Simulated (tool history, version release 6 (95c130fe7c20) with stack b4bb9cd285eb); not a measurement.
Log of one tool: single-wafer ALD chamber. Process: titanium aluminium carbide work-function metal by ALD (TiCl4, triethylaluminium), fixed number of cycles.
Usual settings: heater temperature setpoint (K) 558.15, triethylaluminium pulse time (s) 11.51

run,hour,heater temperature setpoint (K),triethylaluminium pulse time (s),wafers since the last listed run,hours since the last thermocouple change,hours since the last triethylaluminium bottle change,hours since the showerhead was replaced,hours since the gauge calibration,"read-back reference wafer on the same gauge, thickness_nm",mean film thickness on the monitor wafer (nm)
1,0,558.15,11.51,0,965.2,324.4,5828.3,53.6,1.609,1.721
2,40.6,558.15,11.51,454,1005.8,365,5868.9,94.2,1.61,1.721
3,94.1,558.15,11.51,598,1059.3,418.5,5922.4,147.7,1.608,1.735
4,159.6,558.15,11.51,732,1124.8,484,5987.9,213.2,1.609,1.71
# hour 180.3: triethylaluminium bottle replaced
5,190.7,558.15,11.51,258,1155.9,10.4,6019,244.3,1.607,1.747
6,240.7,558.15,11.51,559,1205.9,60.4,6069,294.3,1.611,1.745
# hour 294.1: showerhead replaced, of another model than before
7,294.6,558.15,11.51,513,1259.8,114.3,0.5,348.2,1.606,1.755
# hour 327.2: thermocouple changed; heater temperature recalibrated
8,338.1,558.15,11.51,397,10.9,157.8,44,391.7,1.609,1.744
9,386.1,558.15,11.51,536,58.9,205.8,92,439.7,1.61,1.753
10,447.9,558.15,10.44,691,120.7,267.6,153.8,501.5,1.611,1.736
# hour 478: gauge calibrated
11,490.9,558.15,11.51,480,163.7,310.6,196.8,12.9,1.612,1.745
12,529.8,558.15,11.51,435,202.6,349.5,235.7,51.8,1.609,1.739
13,572,544.15,14.25,471,244.8,391.7,277.9,94,1.611,1.624
14,623.8,571.15,11.51,579,296.6,443.5,329.7,145.8,1.608,1.861
15,684,558.15,16.05,673,356.8,503.7,389.9,206,1.612,1.74
# hour 698: triethylaluminium bottle replaced
16,732.3,545.15,8.46,450,405.1,34.3,438.2,254.3,1.615,1.612
17,764.1,566.15,7.72,355,436.9,66.1,470,286.1,1.607,1.794
18,835,563.15,7.87,792,507.8,137,540.9,357,1.611,1.761
19,863.6,545.15,8.46,319,536.4,165.6,569.5,385.6,1.607,1.62
20,917.4,546.15,9.64,601,590.2,219.4,623.3,439.4,1.61,1.625

Some steps in mean film thickness on the monitor wafer (nm) between neighbouring runs. How much of each would the tool show without its hidden state too (settings, what came in, random variation), and how much is left for the hidden state, with any gauge scatter that isn't in both results?
The hidden state here: wafer temperature above the value expected at the setpoint (K); triethylaluminium dose above that of a fresh bottle (%); gauge reads high (%).
Run 4 -> 5: triethylaluminium bottle replaced. mean film thickness on the monitor wafer (nm) +0.037: hidden state +0.034, all else +0.003.
Run 13 -> 14: heater temperature setpoint (K) 544.15 -> 571.15, triethylaluminium pulse time (s) 14.25 -> 11.51. mean film thickness on the monitor wafer (nm) +0.237: hidden state -0.011, all else +0.248.
Run 15 -> 16: heater temperature setpoint (K) 558.15 -> 545.15, triethylaluminium pulse time (s) 16.05 -> 8.46, triethylaluminium bottle replaced. mean film thickness on the monitor wafer (nm) -0.128: hidden state +0.013, all else -0.141.
Run 16 -> 17: heater temperature setpoint (K) 545.15 -> 566.15, triethylaluminium pulse time (s) 8.46 -> 7.72. mean film thickness on the monitor wafer (nm) +0.182: hidden state +0, all else +0.182.

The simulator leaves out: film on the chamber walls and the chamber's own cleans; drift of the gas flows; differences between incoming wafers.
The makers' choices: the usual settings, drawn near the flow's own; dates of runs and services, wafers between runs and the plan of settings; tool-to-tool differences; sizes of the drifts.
